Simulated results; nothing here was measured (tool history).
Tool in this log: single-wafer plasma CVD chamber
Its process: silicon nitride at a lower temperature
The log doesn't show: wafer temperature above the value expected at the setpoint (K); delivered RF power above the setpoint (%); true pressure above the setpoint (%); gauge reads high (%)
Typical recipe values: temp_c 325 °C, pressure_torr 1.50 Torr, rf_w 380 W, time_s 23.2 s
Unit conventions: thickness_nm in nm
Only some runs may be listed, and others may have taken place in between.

run    hour  temp_c  pressure_torr  rf_w  time_s  wafers since the last listed run  hours since the last thermocouple change  hours since the last RF generator calibration  hours since the last manometer calibration  hours since the showerhead was replaced  hours since the gauge calibration  read-back reference wafer on the same gauge, thickness_nm  thickness_nm
  1     0.0     325           1.50   440    20.3                                 0                                     867.2                                         1676.6                                       581.9                                   2057.2                             1134.3                                                     27.590        29.383
       23.4  -- RF generator calibrated
  2    86.4     325           1.50   380    23.2                              2360                                     953.6                                           63.0                                       668.3                                   2143.6                             1220.7                                                     27.608        31.210
  3   161.9     325           1.50   380    23.2                              2272                                    1029.1                                          138.5                                       743.8                                   2219.1                             1296.2                                                     27.598        31.314
  4   251.0     325           1.41   380    23.2                              2682                                    1118.2                                          227.6                                       832.9                                   2308.2                             1385.3                                                     27.618        31.269
      301.1  -- gauge calibrated
  5   308.7     325           1.27   325    23.2                              1737                                    1175.9                                          285.3                                       890.6                                   2365.9                                7.6                                                     27.564        27.928
  6   397.4     325           1.27   325    23.2                              2670                                    1264.6                                          374.0                                       979.3                                   2454.6                               96.3                                                     27.592        28.071
  7   491.0     325           1.50   380    23.2                              2817                                    1358.2                                          467.6                                      1072.9                                   2548.2                              189.9                                                     27.607        31.589
  8   774.6     325           1.50   380    23.2                              8537                                    1641.8                                          751.2                                      1356.5                                   2831.8                              473.5                                                     27.599        31.454
  9   839.0     325           1.50   380    23.2                              1938                                    1706.2                                          815.6                                      1420.9                                   2896.2                              537.9                                                     27.589        31.398
 10   883.1     330           1.50   380    23.2                              1327                                    1750.3                                          859.7                                      1465.0                                   2940.3                              582.0                                                     27.591        31.511
 11   974.3     330           1.50   380    23.2                              2745                                    1841.5                                          950.9                                      1556.2                                   3031.5                              673.2                                                     27.606        31.343
     1043.8  -- thermocouple changed; heater temperature recalibrated
 12  1058.8     325           1.50   380    23.2                              2302                                      15.0                                         1035.4                                      1640.7                                   3116.0                              757.7                                                     27.601        31.537
 13  1125.1     325           1.50   380    23.2                              1995                                      81.3                                         1101.7                                      1707.0                                   3182.3                              824.0                                                     27.593        31.412
 14  1448.8     325           1.50   380    23.2                              9744                                     405.0                                         1425.4                                      2030.7                                   3506.0                             1147.7                                                     27.590        31.494
 15  1489.0     325           1.50   380    23.2                              1210                                     445.2                                         1465.6                                      2070.9                                   3546.2                             1187.9                                                     27.577        31.582
     1596.1  -- capacitance manometer re-zeroed and calibrated
 16  1596.6     320           1.50   380    23.2                              2998                                     552.8                                         1573.2                                         0.5                                   3653.8                             1295.5                                                     27.624        31.680
 17  1627.5     325           1.50   380    23.2                               930                                     583.7                                         1604.1                                        31.4                                   3684.7                             1326.4                                                     27.603        31.560
 18  1677.6     325           1.50   380    23.2                              1508                                     633.8                                         1654.2                                        81.5                                   3734.8                             1376.5                                                     27.605        31.469
     1709.8  -- showerhead replaced
     1758.6  -- RF generator calibrated
 19  1758.9     325           1.50   380    23.2                              1965                                     715.1                                            0.3                                       162.8                                     49.1                             1457.8                                                     27.612        31.645
 20  1814.1     325           1.15   380    23.2                              1661                                     770.3                                           55.5                                       218.0                                    104.3                             1513.0                                                     27.585        29.070
     1835.9  -- gauge calibrated
 21  1921.3     312           1.50   380    23.2                              3227                                     877.5                                          162.7                                       325.2                                    211.5                               85.4                                                     27.606        31.499
 22  1985.6     332           1.62   400    22.0                              1935                                     941.8                                          227.0                                       389.5                                    275.8                              149.7                                                     27.608        31.334
 23  2061.5     311           1.16   380    23.2                              2284                                    1017.7                                          302.9                                       465.4                                    351.7                              225.6                                                     27.593        29.035
 24  2104.5     339           1.50   435    23.2                              1294                                    1060.7                                          345.9                                       508.4                                    394.7                              268.6                                                     27.617        33.209
 25  2205.8     313           1.50   450    23.2                              3049                                    1162.0                                          447.2                                       609.7                                    496.0                              369.9                                                     27.593        34.102
 26  2295.4     325           1.38   380    26.1                              2697                                    1251.6                                          536.8                                       699.3                                    585.6                              459.5                                                     27.594        34.706
 27  2357.7     337           1.68   425    21.2                              1875                                    1313.9                                          599.1                                       761.6                                    647.9                              521.8                                                     27.597        31.045
 28  2413.6     325           1.36   380    23.2                              1682                                    1369.8                                          655.0                                       817.5                                    703.8                              577.7                                                     27.602        30.610
 29  2501.7     337           1.68   425    21.2                              2652                                    1457.9                                          743.1                                       905.6                                    791.9                              665.8                                                     27.604        30.732

Below are 3 alternative next runs, each starting from the tool's condition after run 29. Predict each:
  A  2502.1     325           1.50   325    23.2                                12                                    1458.3                                          743.5                                       906.0                                    792.3                              666.2                                                          ?             ?
  B  2502.1     325           1.50   380    21.9                                12                                    1458.3                                          743.5                                       906.0                                    792.3                              666.2                                                          ?             ?
  C  2502.1     325           1.50   400    23.2                                12                                    1458.3                                          743.5                                       906.0                                    792.3                              666.2                                                          ?             ?

run  read-back reference wafer on the same gauge, thickness_nm  thickness_nm
  A                                                     27.607        29.555
  B                                                     27.607        29.807
  C                                                     27.607        32.276
With the hidden condition removed and each run's random variation left untouched, the same runs would have given:
run  thickness_nm
  A        29.555
  B        29.807
  C        32.276

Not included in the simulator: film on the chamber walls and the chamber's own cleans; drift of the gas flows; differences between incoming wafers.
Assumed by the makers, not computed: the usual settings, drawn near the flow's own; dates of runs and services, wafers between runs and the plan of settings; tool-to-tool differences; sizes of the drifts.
